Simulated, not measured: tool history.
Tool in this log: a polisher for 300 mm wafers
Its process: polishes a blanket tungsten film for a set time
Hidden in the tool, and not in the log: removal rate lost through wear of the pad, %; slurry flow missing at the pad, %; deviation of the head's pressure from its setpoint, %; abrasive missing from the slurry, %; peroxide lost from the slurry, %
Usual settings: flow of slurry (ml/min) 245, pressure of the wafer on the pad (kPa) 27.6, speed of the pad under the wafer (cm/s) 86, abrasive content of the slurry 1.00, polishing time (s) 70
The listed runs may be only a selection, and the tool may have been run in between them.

run,hour,flow of slurry (ml/min),pressure of the wafer on the pad (kPa),speed of the pad under the wafer (cm/s),abrasive content of the slurry,polishing time (s),wafers since the last listed run,wafers polished on this pad,hours since the slurry nozzle was cleaned,hours since the head pressure was calibrated,hours since the slurry blender was calibrated,hours since the slurry got fresh peroxide,"incoming thickness of the incoming film, nm",film removed (Å)
1,0.0,245,27.6,86,1.25,70,0,690,152.6,1204.2,246.6,5.4,866.1,3329
# hour 9.5: head pressure recalibrated
2,10.0,245,31.0,86,1.00,70,92,783,162.6,0.5,256.6,15.4,878.5,3479
3,20.4,245,27.6,86,1.20,70,120,903,173.0,10.9,267.0,25.8,877.1,3285
# hour 26.1: worn pad replaced by a new one
4,26.6,245,27.6,86,1.20,70,25,5,179.2,17.1,273.2,32.0,865.6,3253
5,37.2,245,27.6,86,1.20,70,123,128,189.8,27.7,283.8,42.6,870.0,3274
6,49.8,245,27.6,86,0.75,70,146,275,202.4,40.3,296.4,55.2,875.3,2819
# hour 51.9: slurry nozzle cleaned
7,60.0,245,27.6,72,1.00,70,106,382,8.1,50.5,306.6,65.4,861.6,2607
8,68.4,245,27.6,72,1.00,70,97,479,16.5,58.9,315.0,73.8,871.5,2624
9,83.5,265,27.6,112,1.00,70,175,654,31.6,74.0,330.1,88.9,869.6,3718
10,91.0,245,27.6,86,1.00,70,87,742,39.1,81.5,337.6,96.4,853.7,2941
# hour 108.8: slurry tank refilled with fresh slurry and peroxide
# hour 122.1: worn pad replaced by a new one
11,143.1,285,27.6,58,1.00,70,546,243,91.2,133.6,389.7,34.3,868.7,2212
12,155.2,245,27.6,86,1.00,70,140,384,103.3,145.7,401.8,46.4,866.6,2892
13,165.6,245,27.6,86,1.10,70,120,505,113.7,156.1,412.2,56.8,874.0,3019
# hour 176.5: slurry nozzle cleaned, repeated, since the last time left the tool worse
14,180.1,325,27.6,100,1.00,70,156,661,3.6,170.6,426.7,71.3,876.5,3632
15,189.3,245,27.6,66,1.00,70,106,768,12.8,179.8,435.9,80.5,871.4,2589
# hour 198.3: slurry tank refilled with fresh slurry and peroxide
16,206.1,215,27.6,72,1.00,70,183,952,29.6,196.6,452.7,7.8,873.6,2728
17,215.2,245,27.6,86,1.00,70,105,1057,38.7,205.7,461.8,16.9,869.2,3170
# hour 223.0: worn pad replaced by a new one
18,230.8,275,21.4,86,1.00,63,134,90,54.3,221.3,477.4,32.5,863.0,2232
# hour 233.3: slurry blender recalibrated
19,246.0,245,27.6,86,1.00,70,153,243,69.5,236.5,12.7,47.7,879.3,3149
20,254.5,165,31.7,86,1.10,63,98,342,78.0,245.0,21.2,56.2,860.9,3215
21,267.9,280,27.6,66,1.00,70,155,497,91.4,258.4,34.6,69.6,880.6,2545
# hour 284.9: slurry tank refilled with fresh slurry and peroxide
22,285.4,245,20.7,86,1.00,70,191,689,108.9,275.9,52.1,0.5,862.9,2330
23,300.1,245,35.9,86,1.00,70,170,860,123.6,290.6,66.8,15.2,860.0,4034
24,314.1,300,24.8,114,1.20,70,162,1022,137.6,304.6,80.8,29.2,886.3,3777
# hour 321.2: worn pad replaced by a new one
25,322.6,245,33.8,86,0.85,49,52,15,146.1,313.1,89.3,37.7,883.4,2544
26,334.4,245,27.6,86,1.00,70,137,152,157.9,324.9,101.1,49.5,866.3,3078

Consider 4 possible next runs. They are alternatives, not a sequence: every one starts from the tool as it was left by run 26. What does each give?
A,334.8,245,27.6,86,1.00,70,4,157,158.3,325.3,101.5,49.9,875.0,?
B,334.8,245,35.2,86,0.85,70,4,157,158.3,325.3,101.5,49.9,875.0,?
C,334.8,245,27.6,86,0.90,70,4,157,158.3,325.3,101.5,49.9,875.0,?
D,334.8,245,30.3,58,1.15,76,4,157,158.3,325.3,101.5,49.9,875.0,?

run,film removed (Å)
A,3089
B,3765
C,3000
D,2864
Without the tool's hidden state the same runs would have given:
run,film removed (Å)
A,3140
B,3827
C,3050
D,2911
